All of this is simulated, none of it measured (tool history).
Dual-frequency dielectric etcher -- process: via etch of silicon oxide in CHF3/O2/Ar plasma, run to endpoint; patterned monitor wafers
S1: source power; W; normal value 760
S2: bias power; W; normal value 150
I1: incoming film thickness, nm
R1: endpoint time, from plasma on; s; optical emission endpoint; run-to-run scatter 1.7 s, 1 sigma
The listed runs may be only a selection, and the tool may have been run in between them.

run	hour	S1	S2	I1	R1
1	0.0	760	150	508.8	224.7
2	20.4	760	150	510.8	225.5
3	38.8	760	150	512.3	224.9
4	62.4	880	150	511.9	213.9
5	137.3	760	150	514.1	228.4
# hour 199.6: wet clean of the chamber
6	228.6	760	150	513.9	226.0
7	247.3	760	150	518.3	228.1
8	264.7	760	150	512.5	225.6
9	290.7	760	150	512.8	228.3
10	304.9	760	150	513.7	224.9
# hour 324.0: source power generator calibrated
# hour 340.8: upper electrode replaced
11	341.3	760	150	510.4	227.7
12	356.5	760	138	510.9	233.4
13	373.6	760	150	511.8	226.4
14	386.0	760	150	509.1	222.5
15	403.7	760	126	514.8	241.3
16	435.9	810	140	512.8	226.8
17	458.3	630	167	515.4	241.7
18	476.2	760	150	516.0	230.7
19	510.5	760	150	513.2	228.1
20	525.6	760	117	510.7	245.5
21	541.9	760	150	510.2	224.8
22	575.0	620	172	511.4	236.0
23	596.7	760	150	509.6	225.8
24	627.6	650	150	514.4	241.2
25	653.8	760	150	510.0	228.2
# hour 700.4: wet clean of the chamber
26	700.9	930	150	511.7	207.9
27	701.6	690	164	506.0	225.9
# hour 711.2: bias power generator calibrated
28	736.2	710	168	508.8	224.3
29	748.7	920	168	509.3	197.5
30	782.6	650	168	510.6	231.9
31	861.2	950	150	506.6	202.8
32	884.3	830	116	513.3	232.9
33	906.2	630	150	512.0	246.7
34	939.0	710	188	511.0	214.5

Here are 5 independent what-if runs from the current tool condition. What would each one return?
A	939.5	760	187	509.6	?
B	939.5	760	140	509.6	?
C	939.5	910	136	509.6	?
D	939.5	710	177	509.6	?
E	939.5	930	168	509.6	?

run	R1
A	212.3
B	232.8
C	216.8
D	222.8
E	201.2
Take away the tool's hidden state, keep each run's random variation, and the runs would have read:
run	R1
A	212.3
B	232.8
C	216.8
D	222.8
E	201.2

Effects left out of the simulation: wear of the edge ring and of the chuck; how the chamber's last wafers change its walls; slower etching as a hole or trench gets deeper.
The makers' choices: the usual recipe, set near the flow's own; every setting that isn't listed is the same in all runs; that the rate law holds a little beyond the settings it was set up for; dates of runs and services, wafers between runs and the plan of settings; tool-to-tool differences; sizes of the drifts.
